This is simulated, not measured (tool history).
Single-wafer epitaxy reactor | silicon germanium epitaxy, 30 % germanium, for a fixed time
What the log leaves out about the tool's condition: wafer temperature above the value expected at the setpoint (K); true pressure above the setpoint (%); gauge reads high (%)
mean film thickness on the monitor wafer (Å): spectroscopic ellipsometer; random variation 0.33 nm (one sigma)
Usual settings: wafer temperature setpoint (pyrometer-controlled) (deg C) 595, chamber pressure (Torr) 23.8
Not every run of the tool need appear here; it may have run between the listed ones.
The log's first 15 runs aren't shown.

run	day	wafer temperature setpoint (pyrometer-controlled) (deg C)	chamber pressure (Torr)	wafers since the last listed run	hours since the last pyrometer calibration	hours since the last manometer calibration	hours since the showerhead was replaced	hours since the gauge calibration	read-back reference wafer on the same gauge, thickness_nm	mean film thickness on the monitor wafer (Å)
# day 37.992: gauge calibrated
16	39.183	583	19.1	1211	303.3	1028.5	1996.2	28.6	51.002	433.01
17	41.083	589	28.4	507	348.9	1074.1	2041.8	74.2	50.982	550.85
18	43.779	595	23.8	720	413.6	1138.8	2106.5	138.9	51.009	565.55
19	46.092	602	25.8	617	469.1	1194.3	2162	194.4	50.831	661.02
20	48.1	582	23.8	536	517.3	1242.5	2210.2	242.6	50.718	459.7
21	50.3	603	23.8	587	570.1	1295.3	2263	295.4	50.807	645.07
# day 52.629: showerhead replaced
22	58.146	585	23.8	2007	758.4	1483.6	132.4	483.7	50.32	485.14
23	60.329	584	20.8	583	810.8	1536	184.8	536.1	50.307	445.05
# day 60.892: capacitance manometer re-zeroed and calibrated
24	62.562	595	23.8	507	864.4	40.1	238.4	589.7	50.295	566.2
25	64.908	581	28.9	626	920.7	96.4	294.7	646	50.195	479.06
26	66.771	595	23.8	497	965.4	141.1	339.4	690.7	50.208	562.71
27	69.567	595	25.8	747	1032.5	208.2	406.5	757.8	50.142	579.85
28	71.538	603	25.4	526	1079.8	255.5	453.8	805.1	50.011	645.51
29	73.267	602	20.4	462	1121.3	297	495.3	846.6	50.137	593.86
30	77.604	605	25.5	1158	1225.4	401.1	599.4	950.7	50.101	671.99
31	79.558	583	19.3	522	1272.3	448	646.3	997.6	49.951	431.67
32	81.379	595	23.8	486	1316	491.7	690	1041.3	49.995	562.14
# day 81.792: pyrometer calibrated
33	83.412	580	23.8	454	38.9	540.5	738.8	1090.1	50.056	441.81
34	85.504	595	23.8	558	89.1	590.7	789	1140.3	49.992	564.51

Consider 5 possible next runs. They are alternatives, not a sequence: every one starts from the tool as it was left by run 34. What does each give?
A	85.521	595	23.8	4	89.5	591.1	789.4	1140.7	?	?
B	85.521	582	26.7	4	89.5	591.1	789.4	1140.7	?	?
C	85.521	602	20.8	4	89.5	591.1	789.4	1140.7	?	?
D	85.521	608	25.4	4	89.5	591.1	789.4	1140.7	?	?
E	85.521	595	25.5	4	89.5	591.1	789.4	1140.7	?	?

run	read-back reference wafer on the same gauge, thickness_nm	mean film thickness on the monitor wafer (Å)
A	50.128	562.11
B	50.128	472.24
C	50.128	601.04
D	50.128	708.31
E	50.128	575.72
The same runs, with their run-to-run variation unchanged, on a tool lacking any hidden condition would have given:
run	mean film thickness on the monitor wafer (Å)
A	574.6
B	482.73
C	614.39
D	724.04
E	588.51

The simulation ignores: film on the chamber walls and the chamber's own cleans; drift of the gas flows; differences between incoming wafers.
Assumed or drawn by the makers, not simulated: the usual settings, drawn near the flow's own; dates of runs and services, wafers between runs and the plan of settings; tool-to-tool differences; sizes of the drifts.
